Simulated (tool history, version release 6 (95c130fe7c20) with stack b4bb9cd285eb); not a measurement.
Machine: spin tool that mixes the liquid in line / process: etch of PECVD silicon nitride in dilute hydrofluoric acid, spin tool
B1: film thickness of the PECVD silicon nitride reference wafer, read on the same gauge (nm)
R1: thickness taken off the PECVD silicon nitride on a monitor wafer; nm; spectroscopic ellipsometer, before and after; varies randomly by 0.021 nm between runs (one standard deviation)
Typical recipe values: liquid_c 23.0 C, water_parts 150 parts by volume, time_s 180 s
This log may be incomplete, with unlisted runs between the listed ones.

Run 1, hour 0.0: usual settings but water_parts 195 parts by volume, time_s 130 s; B1 60.008. Result: R1 1.518 nm.
Run 2, hour 103.0: usual settings but liquid_c 19.5 C; B1 59.993. Result: R1 2.164 nm.
Run 3, hour 249.5: usual settings; B1 59.997. Result: R1 2.702 nm.
Run 4, hour 335.0: usual settings; B1 59.977. Result: R1 2.689 nm.
Run 5, hour 427.2: usual settings; B1 59.985. Result: R1 2.674 nm.
Run 6, hour 527.0: usual settings; B1 59.998. Result: R1 2.705 nm.
Run 7, hour 625.7: usual settings but time_s 130 s; B1 60.013. Result: R1 2.065 nm.
Run 8, hour 904.3: usual settings but time_s 130 s; B1 60.010. Result: R1 2.036 nm.
Run 9, hour 989.0: usual settings; B1 60.009. Result: R1 2.774 nm.
Run 10, hour 1090.3: usual settings but water_parts 90 parts by volume, time_s 110 s; B1 59.972. Result: R1 2.809 nm.
Run 11, hour 1134.1: usual settings but liquid_c 18.0 C, water_parts 210 parts by volume, time_s 270 s; B1 59.992. Result: R1 2.153 nm.
Run 12, hour 1212.7: usual settings; B1 59.959. Result: R1 2.748 nm.
Run 13, hour 1260.9: usual settings but liquid_c 20.5 C, water_parts 200 parts by volume, time_s 85 s; B1 60.034. Result: R1 0.833 nm.
Run 14, hour 1313.9: usual settings but liquid_c 26.0 C; B1 59.992. Result: R1 3.310 nm.
Run 15, hour 1352.9: usual settings but water_parts 205 parts by volume; B1 60.013. Result: R1 2.015 nm.
Run 16, hour 1399.6: usual settings but time_s 110 s; B1 60.030. Result: R1 1.705 nm.
Run 17, hour 1436.7: usual settings; B1 59.996. Result: R1 2.742 nm.
Run 18, hour 1475.7: usual settings but liquid_c 28.0 C, water_parts 225 parts by volume, time_s 275 s; B1 60.007. Result: R1 3.886 nm.
Run 19, hour 1557.6: usual settings but liquid_c 18.5 C, water_parts 200 parts by volume, time_s 125 s; B1 59.963. Result: R1 1.059 nm.

Removed from this log: 3 entries logged between the listed runs. Between which two listed runs does each belong, and how does the tool's hidden state at the listed run before it compare with that at the listed run after it?
In the gap between runs 6 and 7: hydrofluoric acid flow meter replaced (hour 577.4)
  hydrofluoric acid flow below the setpoint (%): 4.1 -> 0.222
  difference, measured minus the result without the unlogged condition, R1: -0.114 -> -0.004 nm
In the gap between runs 9 and 10: gauge calibrated (hour 1017.7); thermometer replaced (hour 1043.6)
  hydrofluoric acid flow below the setpoint (%): 1.15 -> 1.41
  difference, measured minus the result without the unlogged condition, R1: -0.032 -> -0.040 nm

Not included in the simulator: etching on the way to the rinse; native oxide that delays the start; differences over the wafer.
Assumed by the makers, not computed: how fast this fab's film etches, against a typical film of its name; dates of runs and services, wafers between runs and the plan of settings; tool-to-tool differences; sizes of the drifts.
